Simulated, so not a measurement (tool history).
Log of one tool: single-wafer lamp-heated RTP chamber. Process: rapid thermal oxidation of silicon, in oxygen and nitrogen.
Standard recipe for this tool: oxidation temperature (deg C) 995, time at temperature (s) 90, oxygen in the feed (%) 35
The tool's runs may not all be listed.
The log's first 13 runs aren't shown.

run	hour	oxidation temperature (deg C)	time at temperature (s)	oxygen in the feed (%)	wafers since the last listed run	wafers since the last pyrometer calibration	hours since the oxygen flow controller was replaced	hours since the gauge calibration	read-back reference wafer on the same gauge, thickness	oxide thickness on the monitor wafer (nm)
14	969.2	978	106	35	1419	3375	2970.9	760.2	4.427	4.900
15	1076.1	978	106	35	1766	5142	3077.8	867.1	4.430	4.891
16	1113.1	978	106	35	611	5754	3114.8	904.1	4.435	4.877
17	1160.1	995	90	53	776	6530	3161.8	951.1	4.429	5.888
18	1212.2	995	90	53	861	7391	3213.9	1003.2	4.433	5.952
19	1273.3	995	53	48	1009	8401	3275.0	1064.3	4.435	4.576
20	1371.2	977	90	35	1618	10019	3372.9	1162.2	4.436	4.579
# hour 1394.2: pyrometer window cleaned and pyrometer calibrated
21	1407.9	973	113	27	474	226	3409.6	1198.9	4.438	4.513
22	1510.3	969	90	35	1692	1919	3512.0	1301.3	4.439	4.333
# hour 1586.3: oxygen flow controller replaced
23	1605.1	972	90	35	1434	3353	18.8	1396.1	4.441	4.441
24	1673.3	1010	90	17	1127	4481	87.0	1464.3	4.442	4.530
25	1724.8	974	52	17	851	5332	138.5	1515.8	4.442	3.140
26	1772.1	974	90	35	781	6114	185.8	1563.1	4.442	4.506
27	1856.2	974	90	35	1389	7504	269.9	1647.2	4.445	4.501
# hour 1884.9: gauge calibrated
28	1939.3	1014	126	17	1373	8877	353.0	54.4	4.387	5.326
# hour 1950.6: pyrometer window cleaned and pyrometer calibrated
29	2006.1	977	90	35	971	917	419.8	121.2	4.395	4.541
30	2083.4	974	90	35	1277	2195	497.1	198.5	4.400	4.446
31	2154.5	1022	112	26	1175	3370	568.2	269.6	4.405	6.185
32	2215.8	995	90	35	1013	4383	629.5	330.9	4.413	5.119
33	2400.5	974	129	61	3052	7436	814.2	515.6	4.425	6.244
34	2451.2	1005	90	35	837	8274	864.9	566.3	4.428	5.487
35	2544.8	995	64	64	1546	9821	958.5	659.9	4.429	5.417
# hour 2632.2: pyrometer window cleaned and pyrometer calibrated
36	2640.5	995	90	53	1449	136	1054.2	755.6	4.434	5.946
37	2739.6	979	90	35	1637	1774	1153.3	854.7	4.437	4.621
38	2827.2	1004	90	35	1447	3222	1240.9	942.3	4.442	5.510

What if the next run were any one of these 3? Each begins from the tool's condition after run 38:
A	2827.6	995	90	35	6	3229	1241.3	942.7	?	?
B	2827.6	995	90	44	6	3229	1241.3	942.7	?	?
C	2827.6	995	90	17	6	3229	1241.3	942.7	?	?

run	read-back reference wafer on the same gauge, thickness	oxide thickness on the monitor wafer (nm)
A	4.443	5.174
B	4.443	5.581
C	4.443	4.155
Without the tool's unlogged condition, the same runs would have read:
run	oxide thickness on the monitor wafer (nm)
A	5.103
B	5.503
C	4.097
